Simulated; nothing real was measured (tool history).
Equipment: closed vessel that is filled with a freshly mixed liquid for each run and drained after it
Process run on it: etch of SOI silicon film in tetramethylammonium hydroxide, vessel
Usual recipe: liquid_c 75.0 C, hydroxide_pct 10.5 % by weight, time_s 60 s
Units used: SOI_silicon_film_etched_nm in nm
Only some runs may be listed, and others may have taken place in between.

run   hour  liquid_c  hydroxide_pct  time_s  read-back film thickness of the SOI silicon film reference wafer, read on the same gauge (nm)  SOI_silicon_film_etched_nm
  1    0.0      70.0           10.5      60                                                                                          89.99                      337.93
  2   12.9      70.0           10.5      60                                                                                          90.01                      339.65
  3   19.8      75.0           10.5      75                                                                                          90.01                      567.86
  4   34.1      75.0           10.5      75                                                                                          90.00                      568.36
  5   46.1      75.0           10.5      75                                                                                          89.99                      565.74
  6   57.8      75.0           10.5      60                                                                                          90.00                      454.46
  7   68.8      68.5           10.5      60                                                                                          89.99                      307.93
     100.9  -- thermometer replaced
  8  116.9      68.5           10.5      60                                                                                          89.99                      351.12
     120.6  -- hydroxide flow meter replaced
  9  124.7      75.0           10.5      60                                                                                          90.02                      517.30
 10  141.6      75.0           10.5      60                                                                                          90.03                      510.80
 11  157.2      75.0           10.5      60                                                                                          90.01                      516.92
 12  168.7      81.0            9.0      75                                                                                          90.00                      956.49
 13  175.1      75.0           10.5      60                                                                                          90.00                      514.39
 14  192.5      75.0            8.0      60                                                                                          89.99                      564.56
 15  198.9      80.0            8.0      60                                                                                          89.97                      751.91
 16  210.1      83.0           10.5      85                                                                                          89.98                     1138.25
 17  225.3      75.0           10.5      60                                                                                          89.99                      513.94
 18  242.4      69.0           12.5      60                                                                                          90.00                      335.25
     250.9  -- gauge calibrated
 19  275.0      75.0           11.5      60                                                                                          90.00                      491.68
 20  284.6      75.0           10.5      60                                                                                          89.99                      510.05
 21  300.0      71.5           12.5      60                                                                                          90.02                      388.21
 22  313.7      69.0           12.5      60                                                                                          89.99                      331.73
 23  321.7      71.5            9.0      60                                                                                          90.01                      436.19

Predict each of these 3 candidate next runs independently; none follows another, all start after run 23:
  A  322.4      75.0           13.0      60                                                                                              ?                           ?
  B  322.4      79.5           13.5      75                                                                                              ?                           ?
  C  322.4      77.5            9.0      85                                                                                              ?                           ?

run  read-back film thickness of the SOI silicon film reference wafer, read on the same gauge (nm)  SOI_silicon_film_etched_nm
  A                                                                                          90.01                      470.43
  B                                                                                          90.01                      744.98
  C                                                                                          90.01                      884.65
Stripped of hidden state, with their random variation kept, the same runs would have yielded:
run  SOI_silicon_film_etched_nm
  A                      486.83
  B                      770.29
  C                      915.05

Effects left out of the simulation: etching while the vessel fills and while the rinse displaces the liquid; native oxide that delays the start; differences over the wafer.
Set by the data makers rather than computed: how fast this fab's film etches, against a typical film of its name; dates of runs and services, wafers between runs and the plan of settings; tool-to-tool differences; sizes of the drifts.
